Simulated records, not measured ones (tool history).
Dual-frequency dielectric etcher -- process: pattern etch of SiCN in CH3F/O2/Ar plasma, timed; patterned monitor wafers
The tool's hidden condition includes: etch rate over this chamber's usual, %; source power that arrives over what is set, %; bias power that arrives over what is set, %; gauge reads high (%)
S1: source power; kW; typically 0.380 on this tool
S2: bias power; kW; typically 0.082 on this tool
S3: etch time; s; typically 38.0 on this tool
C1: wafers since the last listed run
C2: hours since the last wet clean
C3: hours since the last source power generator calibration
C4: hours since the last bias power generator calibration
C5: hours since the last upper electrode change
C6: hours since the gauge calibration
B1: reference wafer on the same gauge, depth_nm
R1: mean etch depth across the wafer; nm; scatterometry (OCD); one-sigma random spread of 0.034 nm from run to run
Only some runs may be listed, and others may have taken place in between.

| run | hour | S1 | S2 | S3 | C1 | C2 | C3 | C4 | C5 | C6 | B1 | R1 |
|---|---|---|---|---|---|---|---|---|---|---|---|---|
| 1 | 0.0 | 0.380 | 0.082 | 38.0 | 0 | 402.9 | 2324.8 | 790.0 | 5242.6 | 684.5 | 13.52 | 15.09 |
| 2 | 103.9 | 0.380 | 0.082 | 38.0 | 1129 | 506.8 | 2428.7 | 893.9 | 5346.5 | 788.4 | 13.50 | 15.13 |
| 3 | 184.9 | 0.380 | 0.082 | 38.0 | 880 | 587.8 | 2509.7 | 974.9 | 5427.5 | 869.4 | 13.51 | 15.08 |
| 4 | 251.1 | 0.380 | 0.082 | 38.0 | 719 | 654.0 | 2575.9 | 1041.1 | 5493.7 | 935.6 | 13.50 | 15.20 |
|  | 294.2 | wet clean of the chamber |
| 5 | 309.2 | 0.380 | 0.082 | 38.0 | 370 | 15.0 | 2634.0 | 1099.2 | 5551.8 | 993.7 | 13.49 | 14.94 |
| 6 | 388.8 | 0.380 | 0.082 | 38.0 | 865 | 94.6 | 2713.6 | 1178.8 | 5631.4 | 1073.3 | 13.51 | 15.00 |
| 7 | 480.4 | 0.380 | 0.082 | 38.0 | 995 | 186.2 | 2805.2 | 1270.4 | 5723.0 | 1164.9 | 13.51 | 15.09 |
| 8 | 557.9 | 0.380 | 0.082 | 38.0 | 842 | 263.7 | 2882.7 | 1347.9 | 5800.5 | 1242.4 | 13.49 | 14.98 |
| 9 | 647.2 | 0.380 | 0.082 | 38.0 | 970 | 353.0 | 2972.0 | 1437.2 | 5889.8 | 1331.7 | 13.50 | 15.04 |
|  | 675.4 | upper electrode replaced |
|  | 838.3 | source power generator calibrated |
|  | 873.9 | gauge calibrated |
| 10 | 914.3 | 0.440 | 0.082 | 38.0 | 2599 | 620.1 | 76.0 | 1704.3 | 238.9 | 40.4 | 13.49 | 15.57 |
|  | 962.5 | wet clean of the chamber |
| 11 | 996.8 | 0.440 | 0.082 | 38.0 | 636 | 34.3 | 158.5 | 1786.8 | 321.4 | 122.9 | 13.50 | 15.34 |
| 12 | 1064.5 | 0.380 | 0.082 | 38.0 | 736 | 102.0 | 226.2 | 1854.5 | 389.1 | 190.6 | 13.49 | 14.75 |
| 13 | 1162.5 | 0.380 | 0.082 | 38.0 | 1065 | 200.0 | 324.2 | 1952.5 | 487.1 | 288.6 | 13.51 | 14.81 |
| 14 | 1220.9 | 0.290 | 0.075 | 38.0 | 634 | 258.4 | 382.6 | 2010.9 | 545.5 | 347.0 | 13.51 | 13.09 |
|  | 1301.9 | bias power generator calibrated |
| 15 | 1315.6 | 0.280 | 0.088 | 46.0 | 986 | 353.1 | 477.3 | 13.7 | 640.2 | 441.7 | 13.52 | 17.39 |
| 16 | 1423.5 | 0.380 | 0.090 | 41.0 | 1173 | 461.0 | 585.2 | 121.6 | 748.1 | 549.6 | 13.49 | 16.99 |
| 17 | 1502.7 | 0.380 | 0.082 | 38.0 | 861 | 540.2 | 664.4 | 200.8 | 827.3 | 628.8 | 13.52 | 15.03 |
| 18 | 1539.0 | 0.380 | 0.093 | 48.5 | 394 | 576.5 | 700.7 | 237.1 | 863.6 | 665.1 | 13.50 | 20.56 |
|  | 1600.4 | wet clean of the chamber |
| 19 | 1600.9 | 0.340 | 0.082 | 32.5 | 412 | 0.5 | 762.6 | 299.0 | 925.5 | 727.0 | 13.51 | 12.27 |
| 20 | 1664.6 | 0.380 | 0.082 | 49.5 | 692 | 64.2 | 826.3 | 362.7 | 989.2 | 790.7 | 13.50 | 19.32 |
| 21 | 1738.0 | 0.380 | 0.076 | 44.5 | 798 | 137.6 | 899.7 | 436.1 | 1062.6 | 864.1 | 13.50 | 16.67 |
| 22 | 1793.3 | 0.320 | 0.082 | 48.5 | 601 | 192.9 | 955.0 | 491.4 | 1117.9 | 919.4 | 13.49 | 18.14 |
| 23 | 1867.7 | 0.470 | 0.073 | 41.5 | 808 | 267.3 | 1029.4 | 565.8 | 1192.3 | 993.8 | 13.50 | 16.12 |
| 24 | 1971.3 | 0.310 | 0.069 | 30.5 | 1126 | 370.9 | 1133.0 | 669.4 | 1295.9 | 1097.4 | 13.50 | 10.21 |
| 25 | 2027.2 | 0.300 | 0.089 | 29.0 | 607 | 426.8 | 1188.9 | 725.3 | 1351.8 | 1153.3 | 13.51 | 11.25 |
| 26 | 2092.4 | 0.380 | 0.093 | 48.5 | 708 | 492.0 | 1254.1 | 790.5 | 1417.0 | 1218.5 | 13.50 | 20.63 |
|  | 2167.3 | wet clean of the chamber |
| 27 | 2167.8 | 0.380 | 0.064 | 48.0 | 558 | 0.5 | 1329.5 | 865.9 | 1492.4 | 1293.9 | 13.50 | 16.06 |

Hidden state or all else? Some run-to-run changes of R1, split into what the settings, what came in and random variation would give without the hidden state, and what is left for the hidden state (with any gauge scatter that isn't in both results):
Run 18 -> 19: S1 0.380 -> 0.340, S2 0.093 -> 0.082, S3 48.5 -> 32.5, wet clean of the chamber. R1 -8.29 nm: hidden state -0.38, all else -7.91.
Run 25 -> 26: S1 0.300 -> 0.380, S2 0.089 -> 0.093, S3 29.0 -> 48.5. R1 +9.38 nm: hidden state +0.24, all else +9.14.
Run 26 -> 27: S2 0.093 -> 0.064, S3 48.5 -> 48.0, wet clean of the chamber. R1 -4.57 nm: hidden state -0.36, all else -4.21.
